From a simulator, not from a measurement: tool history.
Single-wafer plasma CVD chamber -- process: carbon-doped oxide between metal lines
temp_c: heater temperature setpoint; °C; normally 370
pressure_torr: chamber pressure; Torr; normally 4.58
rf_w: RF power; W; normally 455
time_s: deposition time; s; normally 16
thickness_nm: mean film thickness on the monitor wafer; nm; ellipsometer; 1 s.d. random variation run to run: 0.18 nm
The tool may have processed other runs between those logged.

run	hour	temp_c	pressure_torr	rf_w	time_s	read-back reference wafer on the same gauge, thickness_nm	thickness_nm
1	0	370	4.58	455	16	75.003	77.018
# hour 1.6: thermocouple changed; heater temperature recalibrated
# hour 21.4: gauge calibrated
2	63.2	370	4.58	455	16	75.074	76.597
3	139.4	370	4.58	420	16	75.08	72.336
4	210.9	370	4.58	455	16	75.122	76.454
5	316.4	370	4.58	455	16	75.119	76.267
6	412.6	370	4.58	455	16	75.229	76.149
7	502	370	4.58	455	16	75.096	76.008
# hour 533.2: showerhead replaced
8	562.8	370	4.58	480	16	75.101	79.152
9	665.3	378	4.58	430	16	75.123	71.634
# hour 716.1: RF generator calibrated
10	759	378	4.58	430	16	75.04	69.877
11	833.1	378	4.58	430	16	75.152	69.919
12	887.8	370	4.07	455	14.3	75.114	65.304
13	958.9	370	3.72	505	16	75.229	77.578
# hour 992.3: RF generator calibrated, repeated, since the last time left the tool worse
14	1015	370	4.58	480	14.7	75.066	73.563
# hour 1064.4: thermocouple changed; heater temperature recalibrated
15	1085.4	381	3.98	430	18.6	75.148	82.877
16	1126.5	370	4.58	455	16	75.078	77.506
17	1211.3	370	4.58	455	16	75.164	77.233
# hour 1241.9: gauge calibrated
# hour 1253.9: capacitance manometer re-zeroed and calibrated
18	1315.9	360	4.95	430	16	75.064	76.481
19	1390.8	380	5.1	455	14.3	75.071	68.38
20	1427	360	4.58	395	16	75.043	70.705
21	1540.1	362	5.45	455	17.2	75.155	85.718
22	1643.4	375	4.58	455	16	74.998	75.645
23	1688.6	370	4.58	455	16	74.996	76.831

What would each run have given without the hidden state, its run-to-run variation left as it was?
Hidden state at play: wafer temperature above the value expected at the setpoint (K); delivered RF power above the setpoint (%); true pressure above the setpoint (%); gauge reads high (%).
run	thickness_nm
1	77.888
2	77.572
3	73.389
4	77.683
5	77.678
6	77.727
7	77.74
8	80.812
9	73.547
10	73.112
11	73.282
12	68.526
13	80.99
14	73.804
15	83.322
16	77.986
17	77.857
18	77.286
19	69.209
20	71.627
21	87.048
22	76.997
23	78.284

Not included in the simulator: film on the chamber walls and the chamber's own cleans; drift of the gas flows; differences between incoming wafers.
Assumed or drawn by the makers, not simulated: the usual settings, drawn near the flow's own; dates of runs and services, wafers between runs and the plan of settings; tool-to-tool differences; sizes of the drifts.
